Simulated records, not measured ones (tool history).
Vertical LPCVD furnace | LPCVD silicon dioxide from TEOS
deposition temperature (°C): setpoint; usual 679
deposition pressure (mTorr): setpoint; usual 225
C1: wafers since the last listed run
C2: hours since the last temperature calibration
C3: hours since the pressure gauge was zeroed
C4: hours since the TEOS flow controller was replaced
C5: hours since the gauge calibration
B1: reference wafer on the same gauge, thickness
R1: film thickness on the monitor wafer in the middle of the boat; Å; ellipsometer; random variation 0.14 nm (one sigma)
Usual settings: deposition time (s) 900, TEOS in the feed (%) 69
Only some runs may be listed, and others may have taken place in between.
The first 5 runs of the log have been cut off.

At day 15.392: pressure gauge zeroed.
Run 6, day 16.271: usual settings but deposition temperature (°C) 674, TEOS in the feed (%) 76; C1 725; C2 2486.6; C3 21.1; C4 2581.7; C5 4001.7; B1 49.08. Result: R1 511.4 Å.
Run 7, day 18.638: usual settings but TEOS in the feed (%) 82; C1 746; C2 2543.4; C3 77.9; C4 2638.5; C5 4058.5; B1 49.10. Result: R1 600.0 Å.
At day 20.417: gauge calibrated.
At day 20.438: TEOS flow controller replaced.
Run 8, day 22.925: usual settings but deposition temperature (°C) 688, deposition pressure (mTorr) 265, deposition time (s) 1080, TEOS in the feed (%) 58; C1 1037; C2 2646.3; C3 180.8; C4 59.7; C5 60.2; B1 49.12. Result: R1 821.5 Å.
Run 9, day 25.871: usual settings but deposition temperature (°C) 690, deposition pressure (mTorr) 280, TEOS in the feed (%) 79; C1 929; C2 2717.0; C3 251.5; C4 130.4; C5 130.9; B1 49.07. Result: R1 854.5 Å.
Run 10, day 29.167: usual settings but deposition pressure (mTorr) 200, TEOS in the feed (%) 83; C1 1039; C2 2796.1; C3 330.6; C4 209.5; C5 210.0; B1 49.10. Result: R1 570.1 Å.
Run 11, day 33.050: usual settings; C1 1225; C2 2889.3; C3 423.8; C4 302.7; C5 303.2; B1 49.08. Result: R1 553.0 Å.
At day 43.254: thermocouples replaced and temperature profile calibrated.
Run 12, day 43.275: usual settings but deposition temperature (°C) 668, deposition pressure (mTorr) 255; C1 2910; C2 0.5; C3 669.2; C4 548.1; C5 548.6; B1 49.10. Result: R1 435.8 Å.
Run 13, day 45.588: usual settings but deposition temperature (°C) 688, deposition pressure (mTorr) 280, deposition time (s) 1200, TEOS in the feed (%) 75; C1 729; C2 56.0; C3 724.7; C4 603.6; C5 604.1; B1 49.08. Result: R1 1033.1 Å.
Run 14, day 49.775: usual settings but deposition time (s) 750; C1 1321; C2 156.5; C3 825.2; C4 704.1; C5 704.6; B1 49.08. Result: R1 447.5 Å.
Run 15, day 53.638: usual settings but deposition temperature (°C) 686, deposition pressure (mTorr) 185, deposition time (s) 750, TEOS in the feed (%) 65; C1 1218; C2 249.2; C3 917.9; C4 796.8; C5 797.3; B1 49.11. Result: R1 467.3 Å.
Run 16, day 55.904: usual settings but deposition pressure (mTorr) 255, deposition time (s) 690; C1 715; C2 303.6; C3 972.3; C4 851.2; C5 851.7; B1 49.11. Result: R1 438.1 Å.
Run 17, day 57.725: usual settings; C1 574; C2 347.3; C3 1016.0; C4 894.9; C5 895.4; B1 49.12. Result: R1 537.1 Å.
Run 18, day 60.750: usual settings; C1 954; C2 419.9; C3 1088.6; C4 967.5; C5 968.0; B1 49.11. Result: R1 535.8 Å.
Run 19, day 62.371: usual settings; C1 511; C2 458.8; C3 1127.5; C4 1006.4; C5 1006.9; B1 49.11. Result: R1 535.7 Å.
Run 20, day 64.792: usual settings but deposition temperature (°C) 671, deposition time (s) 660, TEOS in the feed (%) 62; C1 763; C2 516.9; C3 1185.6; C4 1064.5; C5 1065.0; B1 49.10. Result: R1 308.3 Å.
Run 21, day 66.775: usual settings but deposition temperature (°C) 688, deposition pressure (mTorr) 280, deposition time (s) 1200, TEOS in the feed (%) 75; C1 625; C2 564.5; C3 1233.2; C4 1112.1; C5 1112.6; B1 49.09. Result: R1 1039.6 Å.
Run 22, day 69.375: usual settings but deposition temperature (°C) 675, deposition pressure (mTorr) 205; C1 820; C2 626.9; C3 1295.6; C4 1174.5; C5 1175.0; B1 49.11. Result: R1 465.7 Å.
Run 23, day 72.150: usual settings but deposition temperature (°C) 683; C1 875; C2 693.5; C3 1362.2; C4 1241.1; C5 1241.6; B1 49.07. Result: R1 594.1 Å.
Run 24, day 76.083: usual settings; C1 1241; C2 787.9; C3 1456.6; C4 1335.5; C5 1336.0; B1 49.12. Result: R1 538.0 Å.
Run 25, day 79.692: usual settings; C1 1138; C2 874.5; C3 1543.2; C4 1422.1; C5 1422.6; B1 49.08. Result: R1 537.2 Å.

Expected results for the next run?
Run 26, day 81.933: usual settings; C1 707; C2 928.3; C3 1597.0; C4 1475.9; C5 1476.4; B1 ?. Result: R1 ?.

B1: 49.11
R1: 540.7 Å
With no hidden state in the tool, this same run would have given R1 537.4 Å.
